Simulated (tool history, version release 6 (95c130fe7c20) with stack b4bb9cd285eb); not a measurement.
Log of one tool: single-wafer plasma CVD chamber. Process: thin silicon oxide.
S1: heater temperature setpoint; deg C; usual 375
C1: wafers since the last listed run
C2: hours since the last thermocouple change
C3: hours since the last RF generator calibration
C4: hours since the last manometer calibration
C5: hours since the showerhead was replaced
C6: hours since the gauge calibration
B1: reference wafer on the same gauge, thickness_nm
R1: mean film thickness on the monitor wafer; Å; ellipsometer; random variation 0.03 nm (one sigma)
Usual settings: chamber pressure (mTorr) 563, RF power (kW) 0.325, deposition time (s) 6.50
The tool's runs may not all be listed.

Run 1, day 0.000: usual settings; C1 0; C2 139.2; C3 391.8; C4 1438.2; C5 1831.4; C6 65.6; B1 8.787. Result: R1 90.20 Å.
Run 2, day 2.875: usual settings; C1 2070; C2 208.2; C3 460.8; C4 1507.2; C5 1900.4; C6 134.6; B1 8.791. Result: R1 89.85 Å.
Run 3, day 4.404: usual settings; C1 1101; C2 244.9; C3 497.5; C4 1543.9; C5 1937.1; C6 171.3; B1 8.793. Result: R1 90.26 Å.
Run 4, day 6.729: usual settings; C1 1674; C2 300.7; C3 553.3; C4 1599.7; C5 1992.9; C6 227.1; B1 8.789. Result: R1 90.09 Å.
Run 5, day 8.525: usual settings; C1 1293; C2 343.8; C3 596.4; C4 1642.8; C5 2036.0; C6 270.2; B1 8.794. Result: R1 90.54 Å.
Run 6, day 11.438: usual settings; C1 2097; C2 413.7; C3 666.3; C4 1712.7; C5 2105.9; C6 340.1; B1 8.789. Result: R1 90.11 Å.
Run 7, day 13.988: usual settings; C1 1836; C2 474.9; C3 727.5; C4 1773.9; C5 2167.1; C6 401.3; B1 8.794. Result: R1 90.19 Å.
Run 8, day 15.504: usual settings; C1 1092; C2 511.3; C3 763.9; C4 1810.3; C5 2203.5; C6 437.7; B1 8.791. Result: R1 89.54 Å.
Run 9, day 19.771: usual settings; C1 3073; C2 613.7; C3 866.3; C4 1912.7; C5 2305.9; C6 540.1; B1 8.787. Result: R1 89.84 Å.
Run 10, day 22.254: usual settings; C1 1788; C2 673.3; C3 925.9; C4 1972.3; C5 2365.5; C6 599.7; B1 8.797. Result: R1 89.53 Å.
Run 11, day 23.567: usual settings; C1 945; C2 704.8; C3 957.4; C4 2003.8; C5 2397.0; C6 631.2; B1 8.785. Result: R1 90.25 Å.
Run 12, day 25.950: usual settings; C1 1716; C2 762.0; C3 1014.6; C4 2061.0; C5 2454.2; C6 688.4; B1 8.790. Result: R1 89.71 Å.
At day 28.596: RF generator calibrated.
Run 13, day 29.571: usual settings but deposition time (s) 5.48; C1 2368; C2 848.9; C3 23.4; C4 2147.9; C5 2541.1; C6 775.3; B1 8.794. Result: R1 75.52 Å.
At day 34.996: showerhead replaced.
Run 14, day 36.483: usual settings but S1 366 deg C, chamber pressure (mTorr) 661; C1 4739; C2 1014.8; C3 189.3; C4 2313.8; C5 35.7; C6 941.2; B1 8.788. Result: R1 105.74 Å.
At day 38.321: thermocouple changed; heater temperature recalibrated.
Run 15, day 38.625: usual settings; C1 1302; C2 7.3; C3 240.7; C4 2365.2; C5 87.1; C6 992.6; B1 8.790. Result: R1 88.65 Å.
Run 16, day 43.238: usual settings but S1 389 deg C, chamber pressure (mTorr) 497, RF power (kW) 0.380, deposition time (s) 5.39; C1 3322; C2 118.0; C3 351.4; C4 2475.9; C5 197.8; C6 1103.3; B1 8.785. Result: R1 66.67 Å.
Run 17, day 44.946: usual settings but S1 368 deg C; C1 1230; C2 159.0; C3 392.4; C4 2516.9; C5 238.8; C6 1144.3; B1 8.787. Result: R1 89.54 Å.
At day 47.362: capacitance manometer re-zeroed and calibrated.
At day 48.392: gauge calibrated.
Run 18, day 53.800: usual settings but S1 363 deg C; C1 6137; C2 371.5; C3 604.9; C4 154.5; C5 451.3; C6 129.8; B1 8.791. Result: R1 92.14 Å.
Run 19, day 56.638: usual settings but chamber pressure (mTorr) 489, RF power (kW) 0.345; C1 2043; C2 439.6; C3 673.0; C4 222.6; C5 519.4; C6 197.9; B1 8.794. Result: R1 80.52 Å.
Run 20, day 58.317: usual settings but S1 384 deg C, chamber pressure (mTorr) 638, RF power (kW) 0.275, deposition time (s) 6.99; C1 1209; C2 479.9; C3 713.3; C4 262.9; C5 559.7; C6 238.2; B1 8.786. Result: R1 107.46 Å.
Run 21, day 61.212: usual settings but RF power (kW) 0.355; C1 2085; C2 549.4; C3 782.8; C4 332.4; C5 629.2; C6 307.7; B1 8.794. Result: R1 93.09 Å.
Run 22, day 63.271: usual settings but RF power (kW) 0.295; C1 1482; C2 598.8; C3 832.2; C4 381.8; C5 678.6; C6 357.1; B1 8.784. Result: R1 89.77 Å.
Run 23, day 64.679: usual settings but S1 370 deg C; C1 1014; C2 632.6; C3 866.0; C4 415.6; C5 712.4; C6 390.9; B1 8.797. Result: R1 92.23 Å.

4 ways to go on from here, each from the tool as it stands after run 23. What would each give?
Run A, day 64.696: usual settings but deposition time (s) 5.84; C1 12; C2 633.0; C3 866.4; C4 416.0; C5 712.8; C6 391.3; B1 ?. Result: R1 ?.
Run B, day 64.696: usual settings but S1 367 deg C, chamber pressure (mTorr) 460, RF power (kW) 0.270; C1 12; C2 633.0; C3 866.4; C4 416.0; C5 712.8; C6 391.3; B1 ?. Result: R1 ?.
Run C, day 64.696: usual settings but S1 387 deg C, RF power (kW) 0.345; C1 12; C2 633.0; C3 866.4; C4 416.0; C5 712.8; C6 391.3; B1 ?. Result: R1 ?.
Run D, day 64.696: usual settings but S1 384 deg C, chamber pressure (mTorr) 624, deposition time (s) 7.19; C1 12; C2 633.0; C3 866.4; C4 416.0; C5 712.8; C6 391.3; B1 ?. Result: R1 ?.

run     B1      R1
  A  8.789   82.29
  B  8.789   72.68
  C  8.789   92.02
  D  8.789  111.44
Without the tool's hidden state the same runs would have given:
run      R1
  A   82.12
  B   72.53
  C   91.84
  D  111.22
